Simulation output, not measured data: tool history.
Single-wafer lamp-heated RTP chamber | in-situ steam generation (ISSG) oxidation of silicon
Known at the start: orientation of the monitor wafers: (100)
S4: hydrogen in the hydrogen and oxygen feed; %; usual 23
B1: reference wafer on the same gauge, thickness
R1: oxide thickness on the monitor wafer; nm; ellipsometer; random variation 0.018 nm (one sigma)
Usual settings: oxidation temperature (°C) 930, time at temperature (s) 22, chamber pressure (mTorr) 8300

{"run": 1, "hour": 0.0, "oxidation temperature (°C)": 930, "time at temperature (s)": 22, "chamber pressure (mTorr)": 8300, "S4": 23, "B1": 3.863, "R1": 4.327}
{"run": 2, "hour": 42.4, "oxidation temperature (°C)": 930, "time at temperature (s)": 22, "chamber pressure (mTorr)": 8300, "S4": 23, "B1": 3.864, "R1": 4.313}
{"run": 3, "hour": 91.0, "oxidation temperature (°C)": 930, "time at temperature (s)": 22, "chamber pressure (mTorr)": 8300, "S4": 18, "B1": 3.861, "R1": 4.087}
{"run": 4, "hour": 134.0, "oxidation temperature (°C)": 930, "time at temperature (s)": 22, "chamber pressure (mTorr)": 8300, "S4": 18, "B1": 3.859, "R1": 4.074}
{"run": 5, "hour": 179.1, "oxidation temperature (°C)": 930, "time at temperature (s)": 22, "chamber pressure (mTorr)": 8300, "S4": 23, "B1": 3.859, "R1": 4.359}
{"run": 6, "hour": 237.4, "oxidation temperature (°C)": 930, "time at temperature (s)": 22, "chamber pressure (mTorr)": 8300, "S4": 23, "B1": 3.865, "R1": 4.386}
{"run": 7, "hour": 281.9, "oxidation temperature (°C)": 930, "time at temperature (s)": 22, "chamber pressure (mTorr)": 8300, "S4": 23, "B1": 3.858, "R1": 4.336}
{"run": 8, "hour": 320.7, "oxidation temperature (°C)": 939, "time at temperature (s)": 22, "chamber pressure (mTorr)": 8300, "S4": 23, "B1": 3.858, "R1": 4.496}
{"run": 9, "hour": 358.7, "oxidation temperature (°C)": 939, "time at temperature (s)": 22, "chamber pressure (mTorr)": 8300, "S4": 23, "B1": 3.857, "R1": 4.544}
{"run": 10, "hour": 423.0, "oxidation temperature (°C)": 939, "time at temperature (s)": 22, "chamber pressure (mTorr)": 8300, "S4": 23, "B1": 3.857, "R1": 4.543}
{"run": 11, "hour": 488.1, "oxidation temperature (°C)": 930, "time at temperature (s)": 22, "chamber pressure (mTorr)": 8300, "S4": 23, "B1": 3.857, "R1": 4.393}
{"run": 12, "hour": 551.3, "oxidation temperature (°C)": 930, "time at temperature (s)": 22, "chamber pressure (mTorr)": 8300, "S4": 23, "B1": 3.867, "R1": 4.445}
{"run": 13, "hour": 610.7, "oxidation temperature (°C)": 930, "time at temperature (s)": 22, "chamber pressure (mTorr)": 8300, "S4": 23, "B1": 3.86, "R1": 4.467}
{"run": 14, "hour": 658.4, "oxidation temperature (°C)": 950, "time at temperature (s)": 26, "chamber pressure (mTorr)": 9500, "S4": 23, "B1": 3.856, "R1": 5.03}
{"run": 15, "hour": 718.7, "oxidation temperature (°C)": 930, "time at temperature (s)": 22, "chamber pressure (mTorr)": 9200, "S4": 19, "B1": 3.861, "R1": 4.251}
{"run": 16, "hour": 769.9, "oxidation temperature (°C)": 936, "time at temperature (s)": 19, "chamber pressure (mTorr)": 8300, "S4": 23, "B1": 3.863, "R1": 4.158}
{"run": 17, "hour": 839.3, "oxidation temperature (°C)": 920, "time at temperature (s)": 22, "chamber pressure (mTorr)": 9100, "S4": 23, "B1": 3.855, "R1": 4.164}
{"run": 18, "hour": 885.0, "oxidation temperature (°C)": 936, "time at temperature (s)": 22, "chamber pressure (mTorr)": 9200, "S4": 28, "B1": 3.857, "R1": 4.573}
{"run": 19, "hour": 944.8, "oxidation temperature (°C)": 930, "time at temperature (s)": 22, "chamber pressure (mTorr)": 8300, "S4": 32, "B1": 3.85, "R1": 4.732}
{"run": 20, "hour": 992.5, "oxidation temperature (°C)": 939, "time at temperature (s)": 14, "chamber pressure (mTorr)": 8300, "S4": 23, "B1": 3.86, "R1": 3.768}
{"run": 21, "hour": 1017.1, "oxidation temperature (°C)": 948, "time at temperature (s)": 18, "chamber pressure (mTorr)": 9800, "S4": 23, "B1": 3.856, "R1": 4.168}
{"run": 22, "hour": 1042.1, "oxidation temperature (°C)": 936, "time at temperature (s)": 28, "chamber pressure (mTorr)": 7700, "S4": 26, "B1": 3.862, "R1": 5.065}
{"run": 23, "hour": 1110.2, "oxidation temperature (°C)": 930, "time at temperature (s)": 22, "chamber pressure (mTorr)": 8300, "S4": 23, "B1": 3.861, "R1": 4.304}
{"run": 24, "hour": 1147.7, "oxidation temperature (°C)": 930, "time at temperature (s)": 22, "chamber pressure (mTorr)": 8300, "S4": 13, "B1": 3.862, "R1": 3.817}
{"run": 25, "hour": 1214.2, "oxidation temperature (°C)": 930, "time at temperature (s)": 22, "chamber pressure (mTorr)": 8300, "S4": 30, "B1": 3.856, "R1": 4.621}
{"run": 26, "hour": 1252.7, "oxidation temperature (°C)": 914, "time at temperature (s)": 26, "chamber pressure (mTorr)": 8300, "S4": 18, "B1": 3.859, "R1": 4.211}
{"run": 27, "hour": 1297.8, "oxidation temperature (°C)": 930, "time at temperature (s)": 22, "chamber pressure (mTorr)": 8300, "S4": 23, "B1": 3.869, "R1": 4.359}
{"run": 28, "hour": 1359.8, "oxidation temperature (°C)": 930, "time at temperature (s)": 22, "chamber pressure (mTorr)": 8300, "S4": 23, "B1": 3.861, "R1": 4.37}
{"run": 29, "hour": 1430.7, "oxidation temperature (°C)": 917, "time at temperature (s)": 18, "chamber pressure (mTorr)": 8300, "S4": 18, "B1": 3.866, "R1": 3.689}
{"run": 30, "hour": 1495.6, "oxidation temperature (°C)": 938, "time at temperature (s)": 22, "chamber pressure (mTorr)": 8300, "S4": 23, "B1": 3.858, "R1": 4.369}

Not shown: 7 entries that the log had between the listed runs. Between which runs, and how does the tool's hidden state differ before and after?
Between runs 8 and 9: pyrometer window cleaned and pyrometer calibrated (hour 347.7)
  true wafer temperature minus pyrometer reading, K: 4.89 -> 8.44
  measured less the result without the state, R1: +0.065 -> +0.113 nm
Between runs 12 and 13: hydrogen flow controller replaced (hour 594.8)
  true wafer temperature minus pyrometer reading, K: 10.8 -> 11.5
  measured less the result without the state, R1: +0.135 -> +0.145 nm
Between runs 15 and 16: pyrometer window cleaned and pyrometer calibrated, repeated, since the last time left the tool worse (hour 740.9); gauge calibrated (hour 754.9)
  true wafer temperature minus pyrometer reading, K: 12.8 -> 0.671
  measured less the result without the state, R1: +0.153 -> +0.008 nm
Between runs 18 and 19: pressure gauge zeroed (hour 940)
  true wafer temperature minus pyrometer reading, K: 2.06 -> 2.79
  measured less the result without the state, R1: +0.027 -> +0.038 nm
Between runs 22 and 23: pyrometer window cleaned and pyrometer calibrated (hour 1099.6)
  true wafer temperature minus pyrometer reading, K: 3.96 -> 0.42
  measured less the result without the state, R1: +0.063 -> +0.005 nm
Between runs 29 and 30: pyrometer window cleaned and pyrometer calibrated (hour 1493)
  true wafer temperature minus pyrometer reading, K: 4.3 -> 0.153
  measured less the result without the state, R1: +0.038 -> +0.002 nm
